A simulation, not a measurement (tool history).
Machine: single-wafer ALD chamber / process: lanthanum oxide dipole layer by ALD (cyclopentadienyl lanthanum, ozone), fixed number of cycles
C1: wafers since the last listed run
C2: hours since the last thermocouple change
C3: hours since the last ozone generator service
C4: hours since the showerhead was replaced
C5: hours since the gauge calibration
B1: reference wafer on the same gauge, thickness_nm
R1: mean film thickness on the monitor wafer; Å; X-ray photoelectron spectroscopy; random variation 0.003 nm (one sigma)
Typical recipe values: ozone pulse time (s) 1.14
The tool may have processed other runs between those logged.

{"run": 1, "hour": 0.0, "ozone pulse time (s)": 1.14, "C1": 0, "C2": 442.4, "C3": 159.4, "C4": 4737.8, "C5": 317.3, "B1": 0.469, "R1": 5.26}
{"run": 2, "hour": 60.6, "ozone pulse time (s)": 1.14, "C1": 729, "C2": 503, "C3": 220, "C4": 4798.4, "C5": 377.9, "B1": 0.468, "R1": 5.26}
{"run": 3, "hour": 116.4, "ozone pulse time (s)": 1.14, "C1": 671, "C2": 558.8, "C3": 275.8, "C4": 4854.2, "C5": 433.7, "B1": 0.469, "R1": 5.27}
{"run": 4, "hour": 201.2, "ozone pulse time (s)": 0.83, "C1": 1021, "C2": 643.6, "C3": 360.6, "C4": 4939, "C5": 518.5, "B1": 0.469, "R1": 4.81}
{"run": 5, "hour": 270.6, "ozone pulse time (s)": 0.83, "C1": 835, "C2": 713, "C3": 430, "C4": 5008.4, "C5": 587.9, "B1": 0.469, "R1": 4.82}
{"run": 6, "hour": 362.3, "ozone pulse time (s)": 1.36, "C1": 1104, "C2": 804.7, "C3": 521.7, "C4": 5100.1, "C5": 679.6, "B1": 0.469, "R1": 5.49}
{"run": 7, "hour": 402.3, "ozone pulse time (s)": 1.36, "C1": 481, "C2": 844.7, "C3": 561.7, "C4": 5140.1, "C5": 719.6, "B1": 0.469, "R1": 5.49}
{"run": 8, "hour": 487.4, "ozone pulse time (s)": 1.36, "C1": 1024, "C2": 929.8, "C3": 646.8, "C4": 5225.2, "C5": 804.7, "B1": 0.469, "R1": 5.42}
{"run": 9, "hour": 532.2, "ozone pulse time (s)": 1.14, "C1": 539, "C2": 974.6, "C3": 691.6, "C4": 5270, "C5": 849.5, "B1": 0.469, "R1": 5.24}
{"run": 10, "hour": 588.8, "ozone pulse time (s)": 1.14, "C1": 681, "C2": 1031.2, "C3": 748.2, "C4": 5326.6, "C5": 906.1, "B1": 0.468, "R1": 5.25}
{"run": 11, "hour": 688.8, "ozone pulse time (s)": 1.14, "C1": 1204, "C2": 1131.2, "C3": 848.2, "C4": 5426.6, "C5": 1006.1, "B1": 0.469, "R1": 5.33}
{"run": 12, "hour": 794.7, "ozone pulse time (s)": 1.14, "C1": 1275, "C2": 1237.1, "C3": 954.1, "C4": 5532.5, "C5": 1112, "B1": 0.469, "R1": 5.22}
{"hour": 859.6, "done": "thermocouple changed; heater temperature recalibrated"}
{"run": 13, "hour": 873.3, "ozone pulse time (s)": 1.14, "C1": 850, "C2": 13.7, "C3": 1032.7, "C4": 5611.1, "C5": 1190.6, "B1": 0.469, "R1": 5.31}
{"hour": 992.1, "done": "ozone generator serviced"}
{"run": 14, "hour": 1027.0, "ozone pulse time (s)": 1.14, "C1": 1754, "C2": 167.4, "C3": 34.9, "C4": 5764.8, "C5": 1344.3, "B1": 0.469, "R1": 5.23}
{"run": 15, "hour": 1140.4, "ozone pulse time (s)": 1.14, "C1": 1365, "C2": 280.8, "C3": 148.3, "C4": 5878.2, "C5": 1457.7, "B1": 0.469, "R1": 5.26}
{"hour": 1225.0, "done": "gauge calibrated"}
{"run": 16, "hour": 1226.6, "ozone pulse time (s)": 1.14, "C1": 1038, "C2": 367, "C3": 234.5, "C4": 5964.4, "C5": 1.6, "B1": 0.469, "R1": 5.23}
{"run": 17, "hour": 1290.2, "ozone pulse time (s)": 1.14, "C1": 765, "C2": 430.6, "C3": 298.1, "C4": 6028, "C5": 65.2, "B1": 0.469, "R1": 5.21}
{"run": 18, "hour": 1347.8, "ozone pulse time (s)": 1.58, "C1": 693, "C2": 488.2, "C3": 355.7, "C4": 6085.6, "C5": 122.8, "B1": 0.469, "R1": 5.61}
{"run": 19, "hour": 1446.4, "ozone pulse time (s)": 0.78, "C1": 1187, "C2": 586.8, "C3": 454.3, "C4": 6184.2, "C5": 221.4, "B1": 0.469, "R1": 4.67}
{"hour": 1459.2, "done": "showerhead replaced"}
{"run": 20, "hour": 1531.1, "ozone pulse time (s)": 1.47, "C1": 923, "C2": 671.5, "C3": 539, "C4": 71.9, "C5": 306.1, "B1": 0.469, "R1": 5.52}
{"run": 21, "hour": 1608.2, "ozone pulse time (s)": 1.34, "C1": 928, "C2": 748.6, "C3": 616.1, "C4": 149, "C5": 383.2, "B1": 0.469, "R1": 5.47}
{"run": 22, "hour": 1669.6, "ozone pulse time (s)": 0.8, "C1": 739, "C2": 810, "C3": 677.5, "C4": 210.4, "C5": 444.6, "B1": 0.469, "R1": 4.78}
{"run": 23, "hour": 1762.9, "ozone pulse time (s)": 1.14, "C1": 1123, "C2": 903.3, "C3": 770.8, "C4": 303.7, "C5": 537.9, "B1": 0.469, "R1": 5.28}
{"run": 24, "hour": 1817.9, "ozone pulse time (s)": 1.14, "C1": 662, "C2": 958.3, "C3": 825.8, "C4": 358.7, "C5": 592.9, "B1": 0.47, "R1": 5.27}
{"run": 25, "hour": 1902.9, "ozone pulse time (s)": 0.87, "C1": 1023, "C2": 1043.3, "C3": 910.8, "C4": 443.7, "C5": 677.9, "B1": 0.469, "R1": 4.87}
{"run": 26, "hour": 1950.2, "ozone pulse time (s)": 1.53, "C1": 569, "C2": 1090.6, "C3": 958.1, "C4": 491, "C5": 725.2, "B1": 0.469, "R1": 5.58}
{"run": 27, "hour": 2003.3, "ozone pulse time (s)": 1.14, "C1": 639, "C2": 1143.7, "C3": 1011.2, "C4": 544.1, "C5": 778.3, "B1": 0.469, "R1": 5.24}
{"run": 28, "hour": 2094.3, "ozone pulse time (s)": 1.14, "C1": 1095, "C2": 1234.7, "C3": 1102.2, "C4": 635.1, "C5": 869.3, "B1": 0.469, "R1": 5.26}
{"hour": 2103.5, "done": "thermocouple changed; heater temperature recalibrated"}
{"run": 29, "hour": 2185.0, "ozone pulse time (s)": 1.14, "C1": 995, "C2": 81.5, "C3": 1192.9, "C4": 725.8, "C5": 960, "B1": 0.469, "R1": 5.23}
{"run": 30, "hour": 2222.8, "ozone pulse time (s)": 0.74, "C1": 455, "C2": 119.3, "C3": 1230.7, "C4": 763.6, "C5": 997.8, "B1": 0.469, "R1": 4.65}
{"hour": 2253.7, "done": "ozone generator serviced"}
{"run": 31, "hour": 2267.1, "ozone pulse time (s)": 1.14, "C1": 437, "C2": 163.6, "C3": 13.4, "C4": 807.9, "C5": 1042.1, "B1": 0.469, "R1": 5.26}
{"run": 32, "hour": 2314.0, "ozone pulse time (s)": 1.26, "C1": 564, "C2": 210.5, "C3": 60.3, "C4": 854.8, "C5": 1089, "B1": 0.469, "R1": 5.37}
{"run": 33, "hour": 2367.8, "ozone pulse time (s)": 1.32, "C1": 647, "C2": 264.3, "C3": 114.1, "C4": 908.6, "C5": 1142.8, "B1": 0.469, "R1": 5.41}
{"run": 34, "hour": 2447.6, "ozone pulse time (s)": 1.14, "C1": 960, "C2": 344.1, "C3": 193.9, "C4": 988.4, "C5": 1222.6, "B1": 0.469, "R1": 5.25}
{"run": 35, "hour": 2528.7, "ozone pulse time (s)": 1.41, "C1": 976, "C2": 425.2, "C3": 275, "C4": 1069.5, "C5": 1303.7, "B1": 0.469, "R1": 5.52}

Forecast each of these 3 alternatives for the next run:
{"run": "A", "hour": 2529.1, "ozone pulse time (s)": 0.95, "C1": 4, "C2": 425.6, "C3": 275.4, "C4": 1069.9, "C5": 1304.1, "B1": "?", "R1": "?"}
{"run": "B", "hour": 2529.1, "ozone pulse time (s)": 0.93, "C1": 4, "C2": 425.6, "C3": 275.4, "C4": 1069.9, "C5": 1304.1, "B1": "?", "R1": "?"}
{"run": "C", "hour": 2529.1, "ozone pulse time (s)": 1.55, "C1": 4, "C2": 425.6, "C3": 275.4, "C4": 1069.9, "C5": 1304.1, "B1": "?", "R1": "?"}

run=A B1=0.469 R1=5.02
run=B B1=0.469 R1=4.99
run=C B1=0.469 R1=5.58
With the hidden condition removed and each run's random variation left untouched, the same runs would have given:
run=A R1=5.02
run=B R1=4.99
run=C R1=5.58

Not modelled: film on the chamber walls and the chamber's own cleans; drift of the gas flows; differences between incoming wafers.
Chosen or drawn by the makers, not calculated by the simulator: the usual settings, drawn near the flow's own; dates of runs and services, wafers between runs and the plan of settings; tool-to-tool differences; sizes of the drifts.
